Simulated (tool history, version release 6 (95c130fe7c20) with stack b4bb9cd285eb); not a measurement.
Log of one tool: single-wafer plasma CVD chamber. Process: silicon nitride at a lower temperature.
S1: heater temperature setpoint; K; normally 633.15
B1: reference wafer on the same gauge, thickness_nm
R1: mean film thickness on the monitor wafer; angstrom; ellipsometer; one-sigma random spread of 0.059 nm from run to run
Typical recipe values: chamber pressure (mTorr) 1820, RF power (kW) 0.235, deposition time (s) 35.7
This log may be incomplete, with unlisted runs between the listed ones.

{"run": 1, "hour": 0.0, "S1": 627.15, "chamber pressure (mTorr)": 1820, "RF power (kW)": 0.235, "deposition time (s)": 35.7, "B1": 28.018, "R1": 327.88}
{"run": 2, "hour": 15.9, "S1": 633.15, "chamber pressure (mTorr)": 1820, "RF power (kW)": 0.235, "deposition time (s)": 35.7, "B1": 27.988, "R1": 327.72}
{"run": 3, "hour": 109.8, "S1": 633.15, "chamber pressure (mTorr)": 1820, "RF power (kW)": 0.235, "deposition time (s)": 35.7, "B1": 28.025, "R1": 327.76}
{"run": 4, "hour": 144.2, "S1": 633.15, "chamber pressure (mTorr)": 1820, "RF power (kW)": 0.235, "deposition time (s)": 35.7, "B1": 28.008, "R1": 326.64}
{"run": 5, "hour": 157.0, "S1": 633.15, "chamber pressure (mTorr)": 1820, "RF power (kW)": 0.235, "deposition time (s)": 35.7, "B1": 27.994, "R1": 327.58}
{"run": 6, "hour": 178.3, "S1": 633.15, "chamber pressure (mTorr)": 1820, "RF power (kW)": 0.235, "deposition time (s)": 35.7, "B1": 27.993, "R1": 327.34}
{"run": 7, "hour": 193.5, "S1": 633.15, "chamber pressure (mTorr)": 1820, "RF power (kW)": 0.235, "deposition time (s)": 35.7, "B1": 27.98, "R1": 327.48}
{"run": 8, "hour": 207.7, "S1": 633.15, "chamber pressure (mTorr)": 1820, "RF power (kW)": 0.235, "deposition time (s)": 35.7, "B1": 28.009, "R1": 326.58}
{"run": 9, "hour": 227.4, "S1": 633.15, "chamber pressure (mTorr)": 1820, "RF power (kW)": 0.235, "deposition time (s)": 38.9, "B1": 28, "R1": 356.47}
{"hour": 239.1, "done": "RF generator calibrated"}
{"run": 10, "hour": 284.4, "S1": 633.15, "chamber pressure (mTorr)": 1820, "RF power (kW)": 0.235, "deposition time (s)": 35.7, "B1": 27.989, "R1": 334.93}
{"run": 11, "hour": 314.2, "S1": 633.15, "chamber pressure (mTorr)": 1820, "RF power (kW)": 0.235, "deposition time (s)": 35.7, "B1": 28.002, "R1": 335.36}
{"hour": 336.1, "done": "gauge calibrated"}
{"run": 12, "hour": 342.1, "S1": 633.15, "chamber pressure (mTorr)": 1820, "RF power (kW)": 0.235, "deposition time (s)": 30.6, "B1": 27.981, "R1": 287.21}
{"run": 13, "hour": 357.0, "S1": 633.15, "chamber pressure (mTorr)": 1820, "RF power (kW)": 0.205, "deposition time (s)": 35.7, "B1": 28.019, "R1": 290}
{"run": 14, "hour": 369.5, "S1": 644.15, "chamber pressure (mTorr)": 1820, "RF power (kW)": 0.25, "deposition time (s)": 35.7, "B1": 28.006, "R1": 353.24}
{"hour": 394.0, "done": "thermocouple changed; heater temperature recalibrated"}
{"run": 15, "hour": 394.5, "S1": 633.15, "chamber pressure (mTorr)": 1820, "RF power (kW)": 0.235, "deposition time (s)": 39.4, "B1": 27.979, "R1": 369.63}
{"hour": 406.8, "done": "capacitance manometer re-zeroed and calibrated"}
{"run": 16, "hour": 412.0, "S1": 637.15, "chamber pressure (mTorr)": 1650, "RF power (kW)": 0.19, "deposition time (s)": 32.4, "B1": 27.993, "R1": 225.07}
{"run": 17, "hour": 425.4, "S1": 633.15, "chamber pressure (mTorr)": 1820, "RF power (kW)": 0.235, "deposition time (s)": 35.7, "B1": 27.993, "R1": 323.51}
{"run": 18, "hour": 438.7, "S1": 633.15, "chamber pressure (mTorr)": 1820, "RF power (kW)": 0.26, "deposition time (s)": 35.7, "B1": 28.018, "R1": 356.11}
{"run": 19, "hour": 459.7, "S1": 633.15, "chamber pressure (mTorr)": 1820, "RF power (kW)": 0.235, "deposition time (s)": 35.7, "B1": 28.026, "R1": 323.17}
{"run": 20, "hour": 489.8, "S1": 633.15, "chamber pressure (mTorr)": 2220, "RF power (kW)": 0.28, "deposition time (s)": 35.7, "B1": 27.997, "R1": 407.94}
{"run": 21, "hour": 507.3, "S1": 621.15, "chamber pressure (mTorr)": 1820, "RF power (kW)": 0.235, "deposition time (s)": 32.3, "B1": 27.998, "R1": 295.58}
{"run": 22, "hour": 524.3, "S1": 633.15, "chamber pressure (mTorr)": 1820, "RF power (kW)": 0.235, "deposition time (s)": 35.7, "B1": 27.988, "R1": 324.11}
{"hour": 551.6, "done": "showerhead replaced"}
{"run": 23, "hour": 552.1, "S1": 633.15, "chamber pressure (mTorr)": 1820, "RF power (kW)": 0.2, "deposition time (s)": 41.7, "B1": 27.996, "R1": 319.5}
{"run": 24, "hour": 644.4, "S1": 642.15, "chamber pressure (mTorr)": 1820, "RF power (kW)": 0.235, "deposition time (s)": 35.7, "B1": 27.991, "R1": 322.82}
{"run": 25, "hour": 680.0, "S1": 623.15, "chamber pressure (mTorr)": 2090, "RF power (kW)": 0.275, "deposition time (s)": 35.7, "B1": 28.008, "R1": 396.47}
{"run": 26, "hour": 715.5, "S1": 624.15, "chamber pressure (mTorr)": 1650, "RF power (kW)": 0.195, "deposition time (s)": 38.5, "B1": 27.978, "R1": 278.67}
{"run": 27, "hour": 737.4, "S1": 633.15, "chamber pressure (mTorr)": 1820, "RF power (kW)": 0.235, "deposition time (s)": 35.7, "B1": 27.993, "R1": 323.54}
{"run": 28, "hour": 767.5, "S1": 633.15, "chamber pressure (mTorr)": 1500, "RF power (kW)": 0.235, "deposition time (s)": 35.7, "B1": 27.977, "R1": 299.62}

4 ways to go on from here, each from the tool as it stands after run 28. What would each give?
{"run": "A", "hour": 767.9, "S1": 633.15, "chamber pressure (mTorr)": 1820, "RF power (kW)": 0.235, "deposition time (s)": 35.7, "B1": "?", "R1": "?"}
{"run": "B", "hour": 767.9, "S1": 633.15, "chamber pressure (mTorr)": 1480, "RF power (kW)": 0.235, "deposition time (s)": 35.7, "B1": "?", "R1": "?"}
{"run": "C", "hour": 767.9, "S1": 633.15, "chamber pressure (mTorr)": 1560, "RF power (kW)": 0.235, "deposition time (s)": 35.7, "B1": "?", "R1": "?"}
{"run": "D", "hour": 767.9, "S1": 624.15, "chamber pressure (mTorr)": 1530, "RF power (kW)": 0.2, "deposition time (s)": 37.5, "B1": "?", "R1": "?"}

run=A B1=27.997 R1=324.25
run=B B1=27.997 R1=297.78
run=C B1=27.997 R1=304.72
run=D B1=27.997 R1=269.3
Stripped of hidden state, with their random variation kept, the same runs would have yielded:
run=A R1=324.72
run=B R1=298.02
run=C R1=305.02
run=D R1=269.89
